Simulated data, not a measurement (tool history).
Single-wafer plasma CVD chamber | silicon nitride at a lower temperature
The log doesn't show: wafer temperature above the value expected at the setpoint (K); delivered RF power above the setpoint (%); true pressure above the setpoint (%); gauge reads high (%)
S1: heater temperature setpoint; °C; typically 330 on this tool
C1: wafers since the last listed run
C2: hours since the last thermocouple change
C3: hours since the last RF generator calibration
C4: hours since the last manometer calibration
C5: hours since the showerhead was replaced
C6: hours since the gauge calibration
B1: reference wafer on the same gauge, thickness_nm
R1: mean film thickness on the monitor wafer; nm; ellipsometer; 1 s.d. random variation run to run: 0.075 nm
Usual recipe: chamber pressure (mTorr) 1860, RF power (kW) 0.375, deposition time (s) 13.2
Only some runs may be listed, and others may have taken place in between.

run 1 day=0 | S1=330 chamber_pressure_(mTorr)=1860 RF_power_(kW)=0.375 deposition_time_(s)=13.2 | C1=0 C2=1971.6 C3=481.6 C4=242.4 C5=2193.1 C6=104.5 | B1=19.203 | R1=19.588
run 2 day=2.533 | S1=330 chamber_pressure_(mTorr)=1860 RF_power_(kW)=0.375 deposition_time_(s)=13.2 | C1=2615 C2=2032.4 C3=542.4 C4=303.2 C5=2253.9 C6=165.3 | B1=19.141 | R1=19.659
run 3 day=6.633 | S1=330 chamber_pressure_(mTorr)=1860 RF_power_(kW)=0.375 deposition_time_(s)=13.2 | C1=4233 C2=2130.8 C3=640.8 C4=401.6 C5=2352.3 C6=263.7 | B1=19.042 | R1=19.453
run 4 day=9.983 | S1=330 chamber_pressure_(mTorr)=1860 RF_power_(kW)=0.375 deposition_time_(s)=13.2 | C1=3459 C2=2211.2 C3=721.2 C4=482 C5=2432.7 C6=344.1 | B1=19.036 | R1=19.371
run 5 day=13.946 | S1=330 chamber_pressure_(mTorr)=1860 RF_power_(kW)=0.375 deposition_time_(s)=13.2 | C1=4091 C2=2306.3 C3=816.3 C4=577.1 C5=2527.8 C6=439.2 | B1=18.955 | R1=19.334
run 6 day=16.238 | S1=324 chamber_pressure_(mTorr)=2020 RF_power_(kW)=0.375 deposition_time_(s)=13.2 | C1=2366 C2=2361.3 C3=871.3 C4=632.1 C5=2582.8 C6=494.2 | B1=18.924 | R1=19.937
run 7 day=18.579 | S1=324 chamber_pressure_(mTorr)=2020 RF_power_(kW)=0.375 deposition_time_(s)=13.2 | C1=2417 C2=2417.5 C3=927.5 C4=688.3 C5=2639 C6=550.4 | B1=18.883 | R1=19.78
-- day=20.404 thermocouple changed; heater temperature recalibrated
run 8 day=21.662 | S1=324 chamber_pressure_(mTorr)=2020 RF_power_(kW)=0.375 deposition_time_(s)=13.2 | C1=2839 C2=30.2 C3=1001.5 C4=762.3 C5=2713 C6=624.4 | B1=18.793 | R1=19.792
run 9 day=23.546 | S1=330 chamber_pressure_(mTorr)=1860 RF_power_(kW)=0.42 deposition_time_(s)=13.2 | C1=1944 C2=75.4 C3=1046.7 C4=807.5 C5=2758.2 C6=669.6 | B1=18.757 | R1=21.144
run 10 day=26.858 | S1=342 chamber_pressure_(mTorr)=1480 RF_power_(kW)=0.375 deposition_time_(s)=15.7 | C1=3420 C2=154.9 C3=1126.2 C4=887 C5=2837.7 C6=749.1 | B1=18.744 | R1=20.782
-- day=28.271 gauge calibrated
run 11 day=29.5 | S1=337 chamber_pressure_(mTorr)=2030 RF_power_(kW)=0.44 deposition_time_(s)=15 | C1=2727 C2=218.3 C3=1189.6 C4=950.4 C5=2901.1 C6=29.5 | B1=19.236 | R1=26.388
-- day=30.429 showerhead replaced
run 12 day=33.604 | S1=330 chamber_pressure_(mTorr)=1860 RF_power_(kW)=0.375 deposition_time_(s)=13.2 | C1=3893 C2=316.8 C3=1288.1 C4=1048.9 C5=76.2 C6=128 | B1=19.17 | R1=19.618
run 13 day=36.325 | S1=316 chamber_pressure_(mTorr)=1860 RF_power_(kW)=0.375 deposition_time_(s)=13.2 | C1=2809 C2=382.1 C3=1353.4 C4=1114.2 C5=141.5 C6=193.3 | B1=19.133 | R1=19.545
run 14 day=38.271 | S1=330 chamber_pressure_(mTorr)=1860 RF_power_(kW)=0.375 deposition_time_(s)=10.9 | C1=2009 C2=428.8 C3=1400.1 C4=1160.9 C5=188.2 C6=240 | B1=19.101 | R1=16.057
-- day=39.617 capacitance manometer re-zeroed and calibrated
-- day=40.262 RF generator calibrated
run 15 day=41.029 | S1=330 chamber_pressure_(mTorr)=1860 RF_power_(kW)=0.325 deposition_time_(s)=13.2 | C1=2159 C2=495 C3=18.4 C4=33.9 C5=254.4 C6=306.2 | B1=19.005 | R1=16.779
run 16 day=44.862 | S1=330 chamber_pressure_(mTorr)=1860 RF_power_(kW)=0.375 deposition_time_(s)=13.2 | C1=3958 C2=587 C3=110.4 C4=125.9 C5=346.4 C6=398.2 | B1=18.96 | R1=19.311
run 17 day=48.208 | S1=330 chamber_pressure_(mTorr)=2060 RF_power_(kW)=0.375 deposition_time_(s)=11.3 | C1=3454 C2=667.3 C3=190.7 C4=206.2 C5=426.7 C6=478.5 | B1=18.878 | R1=17.078
run 18 day=51.412 | S1=330 chamber_pressure_(mTorr)=1520 RF_power_(kW)=0.375 deposition_time_(s)=13.2 | C1=3308 C2=744.2 C3=267.6 C4=283.1 C5=503.6 C6=555.4 | B1=18.841 | R1=17.81

What if the next run were any one of these 3? Each begins from the tool's condition after run 18:
run A day=51.429 | S1=330 chamber_pressure_(mTorr)=1860 RF_power_(kW)=0.375 deposition_time_(s)=11.3 | C1=17 C2=744.6 C3=268 C4=283.5 C5=504 C6=555.8 | B1=? | R1=?
run B day=51.429 | S1=330 chamber_pressure_(mTorr)=2160 RF_power_(kW)=0.31 deposition_time_(s)=15.1 | C1=17 C2=744.6 C3=268 C4=283.5 C5=504 C6=555.8 | B1=? | R1=?
run C day=51.429 | S1=319 chamber_pressure_(mTorr)=1860 RF_power_(kW)=0.415 deposition_time_(s)=13.2 | C1=17 C2=744.6 C3=268 C4=283.5 C5=504 C6=555.8 | B1=? | R1=?

run=A B1=18.825 R1=16.413
run=B B1=18.825 R1=18.886
run=C B1=18.825 R1=21.048
With no hidden state in the tool, these same runs would have given:
run=A R1=16.727
run=B R1=19.247
run=C R1=21.45
